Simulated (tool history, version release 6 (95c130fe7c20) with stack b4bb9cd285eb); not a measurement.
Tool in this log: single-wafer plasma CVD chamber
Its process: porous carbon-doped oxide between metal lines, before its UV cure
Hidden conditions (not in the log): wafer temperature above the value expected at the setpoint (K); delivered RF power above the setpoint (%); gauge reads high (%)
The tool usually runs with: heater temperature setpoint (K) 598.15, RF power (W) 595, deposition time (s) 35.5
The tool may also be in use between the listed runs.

| run | hour | heater temperature setpoint (K) | RF power (W) | deposition time (s) | wafers since the last listed run | hours since the last thermocouple change | hours since the last RF generator calibration | hours since the showerhead was replaced | hours since the gauge calibration | read-back reference wafer on the same gauge, thickness_nm | mean film thickness on the monitor wafer (angstrom) |
|---|---|---|---|---|---|---|---|---|---|---|---|
| 1 | 0 | 598.15 | 595 | 35.5 | 0 | 648.2 | 1431.1 | 1803.3 | 1167.1 | 159.056 | 1631.23 |
| 2 | 45.6 | 598.15 | 595 | 35.5 | 1435 | 693.8 | 1476.7 | 1848.9 | 1212.7 | 158.844 | 1632.78 |
| 3 | 79.2 | 598.15 | 505 | 37.4 | 1057 | 727.4 | 1510.3 | 1882.5 | 1246.3 | 158.896 | 1484.53 |
| 4 | 137 | 598.15 | 505 | 37.4 | 1819 | 785.2 | 1568.1 | 1940.3 | 1304.1 | 159.139 | 1483.11 |
|  | 159 | thermocouple changed; heater temperature recalibrated |
| 5 | 177.4 | 594.15 | 595 | 32.7 | 1020 | 18.4 | 1608.5 | 1980.7 | 1344.5 | 158.946 | 1550.39 |
| 6 | 215.1 | 594.15 | 595 | 32.7 | 1186 | 56.1 | 1646.2 | 2018.4 | 1382.2 | 158.985 | 1544.99 |
| 7 | 278 | 594.15 | 595 | 32.7 | 1980 | 119 | 1709.1 | 2081.3 | 1445.1 | 158.91 | 1541.63 |
| 8 | 329.9 | 598.15 | 595 | 39.6 | 1633 | 170.9 | 1761 | 2133.2 | 1497 | 158.94 | 1809.44 |
| 9 | 400.8 | 598.15 | 595 | 39.6 | 2232 | 241.8 | 1831.9 | 2204.1 | 1567.9 | 158.869 | 1805.74 |
| 10 | 503 | 598.15 | 595 | 39.6 | 3217 | 344 | 1934.1 | 2306.3 | 1670.1 | 159.164 | 1812.46 |
| 11 | 562.7 | 598.15 | 595 | 30.6 | 1879 | 403.7 | 1993.8 | 2366 | 1729.8 | 159.156 | 1405.02 |
|  | 609.2 | gauge calibrated |
| 12 | 690.4 | 598.15 | 570 | 35.5 | 4020 | 531.4 | 2121.5 | 2493.7 | 81.2 | 158.772 | 1553.25 |
| 13 | 729.4 | 601.15 | 630 | 35.5 | 1227 | 570.4 | 2160.5 | 2532.7 | 120.2 | 159.077 | 1653.67 |
|  | 788.5 | RF generator calibrated |
| 14 | 790.4 | 601.15 | 630 | 35.5 | 1668 | 631.4 | 1.9 | 2593.7 | 181.2 | 159.113 | 1726.33 |
|  | 819.2 | showerhead replaced |
| 15 | 827.5 | 590.15 | 595 | 38.1 | 916 | 668.5 | 39 | 8.3 | 218.3 | 159.094 | 1851.62 |
| 16 | 866.5 | 598.15 | 595 | 40.9 | 1227 | 707.5 | 78 | 47.3 | 257.3 | 159.131 | 1912.85 |
| 17 | 930.8 | 603.15 | 495 | 41.9 | 2024 | 771.8 | 142.3 | 111.6 | 321.6 | 158.895 | 1639.34 |
| 18 | 997.9 | 598.15 | 595 | 39.6 | 2112 | 838.9 | 209.4 | 178.7 | 388.7 | 159.163 | 1844.98 |
| 19 | 1042.6 | 593.15 | 595 | 41.4 | 1407 | 883.6 | 254.1 | 223.4 | 433.4 | 158.97 | 1958.05 |
|  | 1090 | thermocouple changed; heater temperature recalibrated |
| 20 | 1196.8 | 598.15 | 595 | 35.5 | 4602 | 106.8 | 408.3 | 377.6 | 587.6 | 158.865 | 1674.02 |
| 21 | 1226.3 | 584.15 | 645 | 41.6 | 928 | 136.3 | 437.8 | 407.1 | 617.1 | 159.214 | 2228.67 |
| 22 | 1252.2 | 594.15 | 500 | 35.5 | 815 | 162.2 | 463.7 | 433 | 643 | 159.048 | 1465.94 |
| 23 | 1320.9 | 584.15 | 595 | 35.5 | 2162 | 230.9 | 532.4 | 501.7 | 711.7 | 158.744 | 1784.33 |
| 24 | 1385.2 | 598.15 | 630 | 35.5 | 2024 | 295.2 | 596.7 | 566 | 776 | 159.018 | 1743.63 |
| 25 | 1409.5 | 598.15 | 595 | 35.5 | 765 | 319.5 | 621 | 590.3 | 800.3 | 158.737 | 1649.94 |
| 26 | 1473.7 | 605.15 | 660 | 30.2 | 2021 | 383.7 | 685.2 | 654.5 | 864.5 | 159.152 | 1489.88 |
| 27 | 1523.7 | 594.15 | 540 | 38.9 | 1574 | 433.7 | 735.2 | 704.5 | 914.5 | 159.109 | 1706.54 |
| 28 | 1588.4 | 598.15 | 500 | 35.5 | 2036 | 498.4 | 799.9 | 769.2 | 979.2 | 158.931 | 1432.33 |
| 29 | 1617.2 | 598.15 | 650 | 31.1 | 906 | 527.2 | 828.7 | 798 | 1008 | 158.978 | 1561.58 |

Alternative continuations, all from the tool just after run 29; predict every row:
| A | 1617.6 | 598.15 | 595 | 35.5 | 12 | 527.6 | 829.1 | 798.4 | 1008.4 | ? | ? |
| B | 1617.6 | 610.15 | 595 | 35.5 | 12 | 527.6 | 829.1 | 798.4 | 1008.4 | ? | ? |
| C | 1617.6 | 590.15 | 595 | 39.8 | 12 | 527.6 | 829.1 | 798.4 | 1008.4 | ? | ? |
| D | 1617.6 | 598.15 | 670 | 35.5 | 12 | 527.6 | 829.1 | 798.4 | 1008.4 | ? | ? |
| E | 1617.6 | 598.15 | 560 | 35.5 | 12 | 527.6 | 829.1 | 798.4 | 1008.4 | ? | ? |

| run | read-back reference wafer on the same gauge, thickness_nm | mean film thickness on the monitor wafer (angstrom) |
|---|---|---|
| A | 158.912 | 1646.47 |
| B | 158.912 | 1563.89 |
| C | 158.912 | 1909.58 |
| D | 158.912 | 1805.58 |
| E | 158.912 | 1568.67 |
With the hidden condition removed and each run's random variation left untouched, the same runs would have given:
| run | mean film thickness on the monitor wafer (angstrom) |
|---|---|
| A | 1693.85 |
| B | 1607.4 |
| C | 1965.59 |
| D | 1857.02 |
| E | 1614.3 |

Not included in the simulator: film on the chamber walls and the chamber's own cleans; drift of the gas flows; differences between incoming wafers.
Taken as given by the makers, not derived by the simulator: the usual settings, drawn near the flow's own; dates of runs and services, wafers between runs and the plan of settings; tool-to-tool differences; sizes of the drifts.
